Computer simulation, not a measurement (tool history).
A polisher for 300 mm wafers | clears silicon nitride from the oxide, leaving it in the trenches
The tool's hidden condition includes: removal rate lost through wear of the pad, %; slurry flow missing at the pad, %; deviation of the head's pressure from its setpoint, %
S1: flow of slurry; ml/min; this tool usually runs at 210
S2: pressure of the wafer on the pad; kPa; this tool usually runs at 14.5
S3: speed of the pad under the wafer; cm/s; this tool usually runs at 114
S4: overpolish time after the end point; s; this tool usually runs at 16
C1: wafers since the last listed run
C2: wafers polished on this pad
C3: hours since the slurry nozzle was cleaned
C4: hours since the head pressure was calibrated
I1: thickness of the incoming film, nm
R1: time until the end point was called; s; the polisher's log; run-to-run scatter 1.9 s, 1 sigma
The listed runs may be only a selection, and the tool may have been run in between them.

run,day,S1,S2,S3,S4,C1,C2,C3,C4,I1,R1
1,0.000,210,14.5,114,9,0,1197,293.1,708.8,94.4,149.1
# day 0.542: worn pad replaced by a new one
2,0.854,210,14.5,114,9,90,41,313.6,729.3,95.4,132.0
3,2.162,210,14.5,114,9,171,212,345.0,760.7,94.8,133.2
4,3.067,240,14.5,114,16,118,331,366.7,782.4,94.9,134.7
# day 3.371: head pressure recalibrated
5,4.517,210,15.9,114,16,179,510,401.5,27.5,96.9,133.5
6,5.421,210,14.5,114,16,118,629,423.2,49.2,93.7,143.9
7,6.325,210,14.5,114,16,118,747,444.9,70.9,96.3,146.7
8,7.525,210,14.5,94,16,157,905,473.7,99.7,94.2,172.0
9,9.017,210,14.5,94,16,195,1100,509.5,135.5,93.3,171.1
10,9.642,210,14.5,114,16,81,1182,524.5,150.5,95.1,145.4
11,10.496,210,14.5,114,16,112,1294,545.0,171.0,94.6,142.7
# day 11.558: worn pad replaced by a new one
12,11.579,210,14.5,114,16,120,2,571.0,197.0,93.0,123.9
13,12.192,210,14.5,114,16,80,82,585.7,211.7,95.4,130.2
14,13.117,210,14.5,80,16,121,204,607.9,233.9,96.1,194.0
15,14.558,270,9.7,90,26,189,393,642.5,268.5,96.0,259.0
16,15.796,210,14.5,114,16,162,555,672.2,298.2,95.7,141.9
17,16.938,210,14.5,114,13,149,705,699.6,325.6,94.8,141.7
# day 17.279: slurry nozzle cleaned
18,18.229,210,14.5,114,16,163,869,22.8,356.6,94.8,144.6
19,19.021,210,11.0,146,6,103,973,41.8,375.6,94.4,141.5
20,20.088,210,14.5,114,16,139,1113,67.4,401.2,94.2,142.3
# day 23.712: worn pad replaced by a new one
21,23.938,210,17.9,114,11,483,29,159.8,493.6,95.0,103.8
22,24.646,235,12.4,96,25,92,122,176.8,510.6,95.5,177.6
23,25.608,210,14.5,114,16,126,248,199.9,533.7,95.8,135.4
24,26.708,210,14.5,114,16,144,392,226.3,560.1,97.1,137.8
25,27.721,210,14.5,94,16,132,525,250.6,584.4,95.1,167.8
26,28.950,210,14.5,114,16,161,686,280.1,613.9,94.7,141.3
27,30.433,280,14.5,114,12,194,881,315.7,649.5,94.4,139.1
28,30.938,210,17.2,114,16,66,947,327.8,661.6,95.2,121.0
29,31.912,260,12.4,136,16,127,1075,351.2,685.0,94.1,134.5
30,32.742,185,19.3,114,20,108,1184,371.1,704.9,94.1,107.5
# day 32.988: worn pad replaced by a new one
31,33.608,280,14.5,100,16,91,81,391.9,725.7,94.3,140.2
32,34.996,210,14.5,90,16,181,263,425.2,759.0,94.5,172.4
33,36.400,210,14.5,114,16,184,447,458.9,792.7,93.9,139.3
34,37.004,180,14.5,114,21,79,526,473.4,807.2,93.5,140.9
35,38.200,210,14.5,140,16,156,683,502.1,835.9,95.6,116.7
36,38.867,175,17.2,74,20,87,771,518.1,851.9,93.9,186.6
37,39.962,210,14.5,114,16,143,914,544.4,878.2,95.5,141.1
# day 40.317: head pressure recalibrated
38,41.054,210,14.5,84,20,132,1047,570.6,17.7,95.2,194.6

Exercise: give the hidden state of the tool at every run:
slurry flow missing at the pad, %: 0 on each run
deviation of the head's pressure from its setpoint, %: 0 on each run
H1: removal rate lost through wear of the pad, %
run,H1
1,14.6
2,2.05
3,5.58
4,7.37
5,9.45
6,10.4
7,11.1
8,11.8
9,12.4
10,12.6
11,12.8
12,0.922
13,2.89
14,5.3
15,8
16,9.6
17,10.7
18,11.5
19,11.9
20,12.3
21,1.06
22,3.18
23,5.47
24,7.44
25,8.79
26,9.98
27,11
28,11.2
29,11.6
30,11.9
31,2.44
32,5.85
33,8.18
34,8.94
35,10.1
36,10.6
37,11.3
38,11.7

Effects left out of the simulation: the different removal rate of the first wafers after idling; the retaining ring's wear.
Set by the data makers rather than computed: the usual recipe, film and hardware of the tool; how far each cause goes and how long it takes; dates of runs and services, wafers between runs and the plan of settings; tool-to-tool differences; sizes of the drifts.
